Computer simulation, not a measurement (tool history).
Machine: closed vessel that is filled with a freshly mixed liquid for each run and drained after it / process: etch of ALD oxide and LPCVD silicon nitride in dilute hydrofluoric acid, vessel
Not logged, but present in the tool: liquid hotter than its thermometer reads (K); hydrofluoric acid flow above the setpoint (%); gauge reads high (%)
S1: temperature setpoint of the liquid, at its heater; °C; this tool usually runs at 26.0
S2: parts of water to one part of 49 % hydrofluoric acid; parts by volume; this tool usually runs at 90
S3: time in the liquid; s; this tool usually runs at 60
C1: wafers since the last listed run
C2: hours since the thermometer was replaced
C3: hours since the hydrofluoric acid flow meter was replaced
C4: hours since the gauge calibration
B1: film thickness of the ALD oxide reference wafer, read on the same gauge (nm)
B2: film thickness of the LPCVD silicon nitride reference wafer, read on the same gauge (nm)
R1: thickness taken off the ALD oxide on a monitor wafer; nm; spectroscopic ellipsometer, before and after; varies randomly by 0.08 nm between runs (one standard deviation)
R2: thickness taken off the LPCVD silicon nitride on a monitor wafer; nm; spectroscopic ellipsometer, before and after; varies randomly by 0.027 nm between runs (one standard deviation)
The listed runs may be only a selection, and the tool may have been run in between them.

run 1 hour=0.0 | S1=26.0 S2=90 S3=60 | C1=0 C2=1399.3 C3=219.0 C4=886.9 | B1=120.03 B2=29.992 | R1=9.83 R2=0.439
run 2 hour=35.1 | S1=26.0 S2=105 S3=60 | C1=4670 C2=1434.4 C3=254.1 C4=922.0 | B1=119.97 B2=30.012 | R1=8.29 R2=0.351
run 3 hour=99.0 | S1=26.0 S2=105 S3=60 | C1=8503 C2=1498.3 C3=318.0 C4=985.9 | B1=120.05 B2=30.031 | R1=8.41 R2=0.349
run 4 hour=126.8 | S1=26.0 S2=90 S3=60 | C1=3699 C2=1526.1 C3=345.8 C4=1013.7 | B1=119.98 B2=29.987 | R1=10.13 R2=0.386
run 5 hour=156.7 | S1=26.0 S2=90 S3=60 | C1=3978 C2=1556.0 C3=375.7 C4=1043.6 | B1=120.03 B2=30.019 | R1=9.96 R2=0.430
run 6 hour=184.3 | S1=26.0 S2=90 S3=60 | C1=3672 C2=1583.6 C3=403.3 C4=1071.2 | B1=120.02 B2=30.030 | R1=10.19 R2=0.410
run 7 hour=210.1 | S1=26.0 S2=105 S3=60 | C1=3433 C2=1609.4 C3=429.1 C4=1097.0 | B1=120.04 B2=30.000 | R1=8.55 R2=0.397
run 8 hour=226.5 | S1=27.5 S2=110 S3=35 | C1=2182 C2=1625.8 C3=445.5 C4=1113.4 | B1=120.04 B2=29.996 | R1=5.05 R2=0.206
run 9 hour=250.0 | S1=22.5 S2=110 S3=60 | C1=3127 C2=1649.3 C3=469.0 C4=1136.9 | B1=119.98 B2=29.978 | R1=7.13 R2=0.272
run 10 hour=276.2 | S1=26.0 S2=130 S3=60 | C1=3486 C2=1675.5 C3=495.2 C4=1163.1 | B1=120.03 B2=29.998 | R1=6.86 R2=0.302
run 11 hour=294.7 | S1=22.5 S2=90 S3=60 | C1=2461 C2=1694.0 C3=513.7 C4=1181.6 | B1=120.04 B2=29.971 | R1=8.86 R2=0.325
run 12 hour=311.8 | S1=27.5 S2=90 S3=60 | C1=2275 C2=1711.1 C3=530.8 C4=1198.7 | B1=119.97 B2=30.015 | R1=11.01 R2=0.503
run 13 hour=404.6 | S1=24.5 S2=125 S3=40 | C1=12349 C2=1803.9 C3=623.6 C4=1291.5 | B1=119.99 B2=29.980 | R1=4.55 R2=0.176
run 14 hour=417.1 | S1=21.0 S2=90 S3=75 | C1=1663 C2=1816.4 C3=636.1 C4=1304.0 | B1=119.98 B2=30.002 | R1=10.76 R2=0.380
run 15 hour=436.0 | S1=26.0 S2=90 S3=60 | C1=2515 C2=1835.3 C3=655.0 C4=1322.9 | B1=120.02 B2=29.988 | R1=10.51 R2=0.418
-- hour=438.8 hydrofluoric acid flow meter replaced
-- hour=469.7 thermometer replaced
-- hour=514.4 gauge calibrated
run 16 hour=529.0 | S1=26.0 S2=90 S3=60 | C1=12109 C2=59.3 C3=90.2 C4=14.6 | B1=120.02 B2=30.018 | R1=9.87 R2=0.364
run 17 hour=557.6 | S1=22.0 S2=90 S3=95 | C1=3805 C2=87.9 C3=118.8 C4=43.2 | B1=120.05 B2=29.958 | R1=12.97 R2=0.490
run 18 hour=579.6 | S1=24.5 S2=110 S3=70 | C1=2927 C2=109.9 C3=140.8 C4=65.2 | B1=120.00 B2=30.024 | R1=8.66 R2=0.319
run 19 hour=596.7 | S1=29.5 S2=60 S3=80 | C1=2275 C2=127.0 C3=157.9 C4=82.3 | B1=119.97 B2=30.053 | R1=23.35 R2=0.910
run 20 hour=622.1 | S1=24.5 S2=135 S3=35 | C1=3380 C2=152.4 C3=183.3 C4=107.7 | B1=120.01 B2=30.033 | R1=3.47 R2=0.131
run 21 hour=644.4 | S1=26.0 S2=90 S3=60 | C1=2967 C2=174.7 C3=205.6 C4=130.0 | B1=120.00 B2=30.057 | R1=9.77 R2=0.394
run 22 hour=674.6 | S1=30.5 S2=50 S3=60 | C1=4018 C2=204.9 C3=235.8 C4=160.2 | B1=119.99 B2=30.031 | R1=22.68 R2=0.896
run 23 hour=691.3 | S1=26.0 S2=90 S3=90 | C1=2222 C2=221.6 C3=252.5 C4=176.9 | B1=120.01 B2=29.987 | R1=14.93 R2=0.648
run 24 hour=719.1 | S1=26.0 S2=90 S3=40 | C1=3699 C2=249.4 C3=280.3 C4=204.7 | B1=119.99 B2=29.999 | R1=6.71 R2=0.265
run 25 hour=746.3 | S1=26.0 S2=65 S3=60 | C1=3619 C2=276.6 C3=307.5 C4=231.9 | B1=119.99 B2=30.032 | R1=14.51 R2=0.513
run 26 hour=766.6 | S1=21.5 S2=130 S3=85 | C1=2701 C2=296.9 C3=327.8 C4=252.2 | B1=120.01 B2=29.992 | R1=7.96 R2=0.291
run 27 hour=786.4 | S1=24.0 S2=70 S3=80 | C1=2634 C2=316.7 C3=347.6 C4=272.0 | B1=120.00 B2=29.968 | R1=16.43 R2=0.586

Here are 3 independent what-if runs from the current tool condition. What would each one return?
run A hour=787.1 | S1=24.5 S2=90 S3=60 | C1=93 C2=317.4 C3=348.3 C4=272.7 | B1=? B2=? | R1=? R2=?
run B hour=787.1 | S1=26.0 S2=90 S3=85 | C1=93 C2=317.4 C3=348.3 C4=272.7 | B1=? B2=? | R1=? R2=?
run C hour=787.1 | S1=26.0 S2=75 S3=90 | C1=93 C2=317.4 C3=348.3 C4=272.7 | B1=? B2=? | R1=? R2=?

run=A B1=120.01 B2=30.009 R1=9.45 R2=0.394
run=B B1=120.01 B2=30.009 R1=14.21 R2=0.616
run=C B1=120.01 B2=30.009 R1=18.40 R2=0.781
The same runs, with their run-to-run variation unchanged, on a tool lacking any hidden condition would have given:
run=A R1=9.02 R2=0.378
run=B R1=13.55 R2=0.591
run=C R1=17.57 R2=0.749
